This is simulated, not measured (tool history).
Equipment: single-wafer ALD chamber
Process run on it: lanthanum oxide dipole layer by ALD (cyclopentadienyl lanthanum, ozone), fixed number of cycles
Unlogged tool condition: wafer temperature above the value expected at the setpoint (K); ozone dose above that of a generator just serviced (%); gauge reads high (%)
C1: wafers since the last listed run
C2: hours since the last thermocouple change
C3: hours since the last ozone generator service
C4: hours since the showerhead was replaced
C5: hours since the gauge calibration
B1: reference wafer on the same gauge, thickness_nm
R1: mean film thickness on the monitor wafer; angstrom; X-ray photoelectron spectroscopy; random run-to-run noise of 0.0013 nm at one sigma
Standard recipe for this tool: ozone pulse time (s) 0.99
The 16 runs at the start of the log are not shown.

run 17 hour=394.7 | ozone_pulse_time_(s)=1.29 | C1=366 C2=1030.2 C3=99.1 C4=62.5 C5=37.8 | B1=0.48 | R1=5.42
run 18 hour=406.8 | ozone_pulse_time_(s)=0.61 | C1=173 C2=1042.3 C3=111.2 C4=74.6 C5=49.9 | B1=0.48 | R1=3.71
run 19 hour=446.7 | ozone_pulse_time_(s)=0.73 | C1=570 C2=1082.2 C3=151.1 C4=114.5 C5=89.8 | B1=0.48 | R1=4.25
run 20 hour=472.0 | ozone_pulse_time_(s)=0.69 | C1=361 C2=1107.5 C3=176.4 C4=139.8 C5=115.1 | B1=0.48 | R1=4.07
run 21 hour=502.4 | ozone_pulse_time_(s)=0.62 | C1=434 C2=1137.9 C3=206.8 C4=170.2 C5=145.5 | B1=0.48 | R1=3.75
run 22 hour=525.7 | ozone_pulse_time_(s)=0.99 | C1=333 C2=1161.2 C3=230.1 C4=193.5 C5=168.8 | B1=0.48 | R1=4.98
run 23 hour=558.8 | ozone_pulse_time_(s)=0.66 | C1=473 C2=1194.3 C3=263.2 C4=226.6 C5=201.9 | B1=0.48 | R1=3.93
run 24 hour=576.8 | ozone_pulse_time_(s)=0.67 | C1=257 C2=1212.3 C3=281.2 C4=244.6 C5=219.9 | B1=0.48 | R1=4.00
run 25 hour=603.7 | ozone_pulse_time_(s)=1.11 | C1=384 C2=1239.2 C3=308.1 C4=271.5 C5=246.8 | B1=0.48 | R1=5.20
run 26 hour=620.7 | ozone_pulse_time_(s)=0.99 | C1=243 C2=1256.2 C3=325.1 C4=288.5 C5=263.8 | B1=0.48 | R1=4.96
run 27 hour=639.9 | ozone_pulse_time_(s)=0.99 | C1=274 C2=1275.4 C3=344.3 C4=307.7 C5=283.0 | B1=0.48 | R1=4.96
-- hour=660.0 thermocouple changed; heater temperature recalibrated
run 28 hour=662.4 | ozone_pulse_time_(s)=0.89 | C1=207 C2=2.4 C3=366.8 C4=330.2 C5=305.5 | B1=0.48 | R1=4.76
run 29 hour=681.6 | ozone_pulse_time_(s)=1.12 | C1=274 C2=21.6 C3=386.0 C4=349.4 C5=324.7 | B1=0.48 | R1=5.17
run 30 hour=711.2 | ozone_pulse_time_(s)=0.60 | C1=423 C2=51.2 C3=415.6 C4=379.0 C5=354.3 | B1=0.48 | R1=3.65
run 31 hour=738.6 | ozone_pulse_time_(s)=0.67 | C1=391 C2=78.6 C3=443.0 C4=406.4 C5=381.7 | B1=0.48 | R1=3.99
run 32 hour=759.0 | ozone_pulse_time_(s)=0.99 | C1=291 C2=99.0 C3=463.4 C4=426.8 C5=402.1 | B1=0.48 | R1=4.99
run 33 hour=858.3 | ozone_pulse_time_(s)=0.88 | C1=1419 C2=198.3 C3=562.7 C4=526.1 C5=501.4 | B1=0.48 | R1=4.72
run 34 hour=879.7 | ozone_pulse_time_(s)=1.34 | C1=305 C2=219.7 C3=584.1 C4=547.5 C5=522.8 | B1=0.48 | R1=5.44
run 35 hour=902.8 | ozone_pulse_time_(s)=0.67 | C1=330 C2=242.8 C3=607.2 C4=570.6 C5=545.9 | B1=0.48 | R1=3.98

Predict each of these 4 candidate next runs independently; none follows another, all start after run 35:
run A hour=903.2 | ozone_pulse_time_(s)=0.99 | C1=5 C2=243.2 C3=607.6 C4=571.0 C5=546.3 | B1=? | R1=?
run B hour=903.2 | ozone_pulse_time_(s)=1.26 | C1=5 C2=243.2 C3=607.6 C4=571.0 C5=546.3 | B1=? | R1=?
run C hour=903.2 | ozone_pulse_time_(s)=1.38 | C1=5 C2=243.2 C3=607.6 C4=571.0 C5=546.3 | B1=? | R1=?
run D hour=903.2 | ozone_pulse_time_(s)=0.74 | C1=5 C2=243.2 C3=607.6 C4=571.0 C5=546.3 | B1=? | R1=?

run=A B1=0.48 R1=4.96
run=B B1=0.48 R1=5.36
run=C B1=0.48 R1=5.47
run=D B1=0.48 R1=4.25
Without the tool's hidden state the same runs would have given:
run=A R1=5.00
run=B R1=5.39
run=C R1=5.50
run=D R1=4.30

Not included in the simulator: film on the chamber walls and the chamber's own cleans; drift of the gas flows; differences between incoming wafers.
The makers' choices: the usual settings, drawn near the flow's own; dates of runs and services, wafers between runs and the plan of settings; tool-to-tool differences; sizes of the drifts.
